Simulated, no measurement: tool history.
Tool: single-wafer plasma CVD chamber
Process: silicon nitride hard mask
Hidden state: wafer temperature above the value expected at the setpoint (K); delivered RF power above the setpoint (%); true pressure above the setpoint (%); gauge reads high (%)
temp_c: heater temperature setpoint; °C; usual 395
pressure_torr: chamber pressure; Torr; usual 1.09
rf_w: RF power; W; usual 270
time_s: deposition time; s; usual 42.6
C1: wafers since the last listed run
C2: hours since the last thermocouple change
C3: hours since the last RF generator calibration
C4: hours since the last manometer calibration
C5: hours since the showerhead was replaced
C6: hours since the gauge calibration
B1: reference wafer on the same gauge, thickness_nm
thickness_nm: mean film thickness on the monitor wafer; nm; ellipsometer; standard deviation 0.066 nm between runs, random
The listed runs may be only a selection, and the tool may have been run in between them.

run 1 hour=0 | temp_c=395 pressure_torr=1.3 rf_w=270 time_s=42.6 | C1=0 C2=1931.5 C3=1613.6 C4=2096.8 C5=3588.8 C6=295.2 | B1=37.8 | thickness_nm=36.041
run 2 hour=12.8 | temp_c=395 pressure_torr=1.3 rf_w=270 time_s=42.6 | C1=221 C2=1944.3 C3=1626.4 C4=2109.6 C5=3601.6 C6=308 | B1=37.816 | thickness_nm=35.967
run 3 hour=25.1 | temp_c=395 pressure_torr=1.3 rf_w=270 time_s=42.6 | C1=212 C2=1956.6 C3=1638.7 C4=2121.9 C5=3613.9 C6=320.3 | B1=37.793 | thickness_nm=35.944
run 4 hour=36.3 | temp_c=395 pressure_torr=1.09 rf_w=295 time_s=42.6 | C1=193 C2=1967.8 C3=1649.9 C4=2133.1 C5=3625.1 C6=331.5 | B1=37.774 | thickness_nm=35.284
run 5 hour=52.2 | temp_c=395 pressure_torr=1.09 rf_w=250 time_s=42.6 | C1=274 C2=1983.7 C3=1665.8 C4=2149 C5=3641 C6=347.4 | B1=37.793 | thickness_nm=31.806
run 6 hour=60.4 | temp_c=395 pressure_torr=1.09 rf_w=270 time_s=42.6 | C1=141 C2=1991.9 C3=1674 C4=2157.2 C5=3649.2 C6=355.6 | B1=37.806 | thickness_nm=33.241
run 7 hour=74.5 | temp_c=395 pressure_torr=1.09 rf_w=270 time_s=42.6 | C1=243 C2=2006 C3=1688.1 C4=2171.3 C5=3663.3 C6=369.7 | B1=37.81 | thickness_nm=33.346
run 8 hour=83.2 | temp_c=395 pressure_torr=1.09 rf_w=270 time_s=42.6 | C1=150 C2=2014.7 C3=1696.8 C4=2180 C5=3672 C6=378.4 | B1=37.808 | thickness_nm=33.186
run 9 hour=94.5 | temp_c=395 pressure_torr=1.28 rf_w=270 time_s=42.6 | C1=195 C2=2026 C3=1708.1 C4=2191.3 C5=3683.3 C6=389.7 | B1=37.773 | thickness_nm=35.583
-- hour=97.5 gauge calibrated
-- hour=109.5 capacitance manometer re-zeroed and calibrated
-- hour=128.5 RF generator calibrated
run 10 hour=134 | temp_c=395 pressure_torr=1.28 rf_w=270 time_s=42.6 | C1=406 C2=2065.5 C3=5.5 C4=24.5 C5=3722.8 C6=36.5 | B1=37.802 | thickness_nm=37.513
-- hour=146.1 thermocouple changed; heater temperature recalibrated
run 11 hour=150.9 | temp_c=395 pressure_torr=1.28 rf_w=270 time_s=42.6 | C1=153 C2=4.8 C3=22.4 C4=41.4 C5=3739.7 C6=53.4 | B1=37.796 | thickness_nm=37.483
-- hour=172.5 showerhead replaced
run 12 hour=173 | temp_c=395 pressure_torr=1.09 rf_w=235 time_s=42.6 | C1=243 C2=26.9 C3=44.5 C4=63.5 C5=0.5 C6=75.5 | B1=37.783 | thickness_nm=32.2
run 13 hour=188.5 | temp_c=387 pressure_torr=1.16 rf_w=315 time_s=39.1 | C1=267 C2=42.4 C3=60 C4=79 C5=16 C6=91 | B1=37.83 | thickness_nm=36.215
run 14 hour=202.7 | temp_c=395 pressure_torr=1 rf_w=220 time_s=51 | C1=245 C2=56.6 C3=74.2 C4=93.2 C5=30.2 C6=105.2 | B1=37.793 | thickness_nm=35.401
run 15 hour=219.1 | temp_c=391 pressure_torr=1.09 rf_w=270 time_s=42.6 | C1=283 C2=73 C3=90.6 C4=109.6 C5=46.6 C6=121.6 | B1=37.801 | thickness_nm=35.028
run 16 hour=232 | temp_c=395 pressure_torr=1.09 rf_w=270 time_s=42.6 | C1=222 C2=85.9 C3=103.5 C4=122.5 C5=59.5 C6=134.5 | B1=37.799 | thickness_nm=34.95
run 17 hour=239 | temp_c=395 pressure_torr=1.09 rf_w=320 time_s=42.6 | C1=120 C2=92.9 C3=110.5 C4=129.5 C5=66.5 C6=141.5 | B1=37.808 | thickness_nm=38.794
run 18 hour=247.5 | temp_c=395 pressure_torr=1.09 rf_w=270 time_s=42.6 | C1=146 C2=101.4 C3=119 C4=138 C5=75 C6=150 | B1=37.814 | thickness_nm=35.043
run 19 hour=255.6 | temp_c=386 pressure_torr=1.26 rf_w=325 time_s=46 | C1=139 C2=109.5 C3=127.1 C4=146.1 C5=83.1 C6=158.1 | B1=37.792 | thickness_nm=45.281
run 20 hour=262.8 | temp_c=395 pressure_torr=1.09 rf_w=295 time_s=42.6 | C1=124 C2=116.7 C3=134.3 C4=153.3 C5=90.3 C6=165.3 | B1=37.818 | thickness_nm=36.999
run 21 hour=273.8 | temp_c=395 pressure_torr=1.09 rf_w=270 time_s=42.6 | C1=190 C2=127.7 C3=145.3 C4=164.3 C5=101.3 C6=176.3 | B1=37.8 | thickness_nm=35.076
run 22 hour=289.8 | temp_c=408 pressure_torr=0.99 rf_w=255 time_s=42.6 | C1=276 C2=143.7 C3=161.3 C4=180.3 C5=117.3 C6=192.3 | B1=37.814 | thickness_nm=32.086
run 23 hour=297.9 | temp_c=395 pressure_torr=1.33 rf_w=310 time_s=38.9 | C1=139 C2=151.8 C3=169.4 C4=188.4 C5=125.4 C6=200.4 | B1=37.788 | thickness_nm=37.634
run 24 hour=305.9 | temp_c=395 pressure_torr=1.3 rf_w=225 time_s=42.6 | C1=138 C2=159.8 C3=177.4 C4=196.4 C5=133.4 C6=208.4 | B1=37.797 | thickness_nm=33.676
run 25 hour=317.7 | temp_c=395 pressure_torr=1.09 rf_w=270 time_s=42.6 | C1=203 C2=171.6 C3=189.2 C4=208.2 C5=145.2 C6=220.2 | B1=37.782 | thickness_nm=34.966

Forecast each of these 3 alternatives for the next run:
run A hour=318.1 | temp_c=408 pressure_torr=1.09 rf_w=270 time_s=42.6 | C1=6 C2=172 C3=189.6 C4=208.6 C5=145.6 C6=220.6 | B1=? | thickness_nm=?
run B hour=318.1 | temp_c=390 pressure_torr=1.09 rf_w=240 time_s=42.6 | C1=6 C2=172 C3=189.6 C4=208.6 C5=145.6 C6=220.6 | B1=? | thickness_nm=?
run C hour=318.1 | temp_c=395 pressure_torr=1.09 rf_w=270 time_s=48.2 | C1=6 C2=172 C3=189.6 C4=208.6 C5=145.6 C6=220.6 | B1=? | thickness_nm=?

run=A B1=37.826 thickness_nm=34.801
run=B B1=37.826 thickness_nm=32.657
run=C B1=37.826 thickness_nm=39.617
Take away the tool's hidden state, keep each run's random variation, and the runs would have read:
run=A thickness_nm=34.921
run=B thickness_nm=32.77
run=C thickness_nm=39.754
